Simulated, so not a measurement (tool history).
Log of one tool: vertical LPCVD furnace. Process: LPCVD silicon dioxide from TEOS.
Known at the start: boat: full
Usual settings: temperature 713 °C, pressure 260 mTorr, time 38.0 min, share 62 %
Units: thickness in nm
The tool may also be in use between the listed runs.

| run | hour | temperature | pressure | time | share | wafers since the last listed run | hours since the last temperature calibration | hours since the pressure gauge was zeroed | hours since the TEOS flow controller was replaced | hours since the gauge calibration | read-back reference wafer on the same gauge, thickness | thickness |
|---|---|---|---|---|---|---|---|---|---|---|---|---|
| 1 | 0.0 | 713 | 260 | 38.0 | 62 | 0 | 3880.6 | 2818.0 | 3160.2 | 155.4 | 389.02 | 386.55 |
| 2 | 14.2 | 713 | 260 | 38.0 | 62 | 173 | 3894.8 | 2832.2 | 3174.4 | 169.6 | 389.04 | 385.68 |
| 3 | 28.6 | 713 | 260 | 38.0 | 62 | 176 | 3909.2 | 2846.6 | 3188.8 | 184.0 | 389.06 | 386.28 |
| 4 | 42.5 | 713 | 260 | 38.0 | 62 | 170 | 3923.1 | 2860.5 | 3202.7 | 197.9 | 388.94 | 387.00 |
| 5 | 55.2 | 713 | 260 | 30.5 | 62 | 155 | 3935.8 | 2873.2 | 3215.4 | 210.6 | 388.95 | 310.31 |
| 6 | 65.0 | 713 | 260 | 30.5 | 62 | 119 | 3945.6 | 2883.0 | 3225.2 | 220.4 | 389.07 | 309.75 |
| 7 | 79.2 | 713 | 260 | 38.0 | 62 | 173 | 3959.8 | 2897.2 | 3239.4 | 234.6 | 389.09 | 388.18 |
| 8 | 90.3 | 713 | 260 | 38.0 | 62 | 135 | 3970.9 | 2908.3 | 3250.5 | 245.7 | 389.08 | 387.03 |
|  | 125.4 | thermocouples replaced and temperature profile calibrated |
| 9 | 125.9 | 713 | 260 | 38.0 | 62 | 141 | 0.5 | 2943.9 | 3286.1 | 281.3 | 389.01 | 359.52 |
| 10 | 130.7 | 713 | 260 | 38.0 | 62 | 58 | 5.3 | 2948.7 | 3290.9 | 286.1 | 388.92 | 359.14 |
| 11 | 140.2 | 713 | 260 | 38.0 | 62 | 116 | 14.8 | 2958.2 | 3300.4 | 295.6 | 388.97 | 359.19 |
| 12 | 151.1 | 713 | 260 | 38.0 | 62 | 133 | 25.7 | 2969.1 | 3311.3 | 306.5 | 389.02 | 359.25 |
| 13 | 160.1 | 713 | 260 | 38.0 | 62 | 110 | 34.7 | 2978.1 | 3320.3 | 315.5 | 389.19 | 360.81 |
| 14 | 200.3 | 724 | 235 | 27.0 | 55 | 491 | 74.9 | 3018.3 | 3360.5 | 355.7 | 388.84 | 293.63 |
|  | 229.6 | pressure gauge zeroed |
| 15 | 230.1 | 701 | 305 | 38.0 | 62 | 70 | 104.7 | 0.5 | 3390.3 | 385.5 | 388.96 | 296.06 |
| 16 | 235.4 | 713 | 260 | 38.0 | 66 | 64 | 110.0 | 5.8 | 3395.6 | 390.8 | 389.10 | 370.95 |
|  | 247.5 | gauge calibrated |
|  | 261.4 | TEOS flow controller replaced |
| 17 | 261.9 | 705 | 210 | 48.0 | 62 | 30 | 136.5 | 32.3 | 0.5 | 14.4 | 389.05 | 340.46 |
| 18 | 278.4 | 718 | 260 | 31.0 | 53 | 201 | 153.0 | 48.8 | 17.0 | 30.9 | 388.97 | 303.06 |
| 19 | 285.2 | 723 | 260 | 38.0 | 74 | 83 | 159.8 | 55.6 | 23.8 | 37.7 | 389.07 | 491.16 |
| 20 | 301.4 | 713 | 260 | 38.0 | 70 | 198 | 176.0 | 71.8 | 40.0 | 53.9 | 388.95 | 381.21 |
| 21 | 318.9 | 713 | 260 | 38.0 | 62 | 214 | 193.5 | 89.3 | 57.5 | 71.4 | 388.93 | 359.29 |
| 22 | 327.3 | 713 | 260 | 38.0 | 62 | 102 | 201.9 | 97.7 | 65.9 | 79.8 | 389.09 | 359.55 |
| 23 | 347.1 | 705 | 210 | 48.0 | 62 | 242 | 221.7 | 117.5 | 85.7 | 99.6 | 388.96 | 339.91 |
| 24 | 363.8 | 713 | 260 | 33.0 | 57 | 204 | 238.4 | 134.2 | 102.4 | 116.3 | 388.94 | 300.00 |
| 25 | 376.3 | 713 | 260 | 38.0 | 62 | 152 | 250.9 | 146.7 | 114.9 | 128.8 | 388.91 | 360.36 |
| 26 | 386.6 | 713 | 260 | 38.0 | 73 | 125 | 261.2 | 157.0 | 125.2 | 139.1 | 388.97 | 390.75 |
| 27 | 403.8 | 713 | 260 | 38.0 | 74 | 210 | 278.4 | 174.2 | 142.4 | 156.3 | 388.95 | 392.59 |

Hidden state or all else? Some run-to-run changes of thickness, split into what the settings, what came in and random variation would give without the hidden state, and what is left for the hidden state (with any gauge scatter that isn't in both results):
The hidden state here: true tube temperature minus thermocouple reading, K; true pressure minus gauge reading, mTorr; deviation of the TEOS flow from its setpoint, %; gauge reads high (%).
Run 6 -> 7: time 30.5 -> 38.0. thickness +78.43 nm: hidden state +6.62, all else +71.81.
Run 8 -> 9: thermocouples replaced and temperature profile calibrated. thickness -27.51 nm: hidden state -27.70, all else +0.19.
Run 18 -> 19: temperature 718 -> 723, time 31.0 -> 38.0, share 53 -> 74. thickness +188.10 nm: hidden state +2.22, all else +185.88.
Run 19 -> 20: temperature 723 -> 713, share 74 -> 70. thickness -109.95 nm: hidden state -1.21, all else -108.74.

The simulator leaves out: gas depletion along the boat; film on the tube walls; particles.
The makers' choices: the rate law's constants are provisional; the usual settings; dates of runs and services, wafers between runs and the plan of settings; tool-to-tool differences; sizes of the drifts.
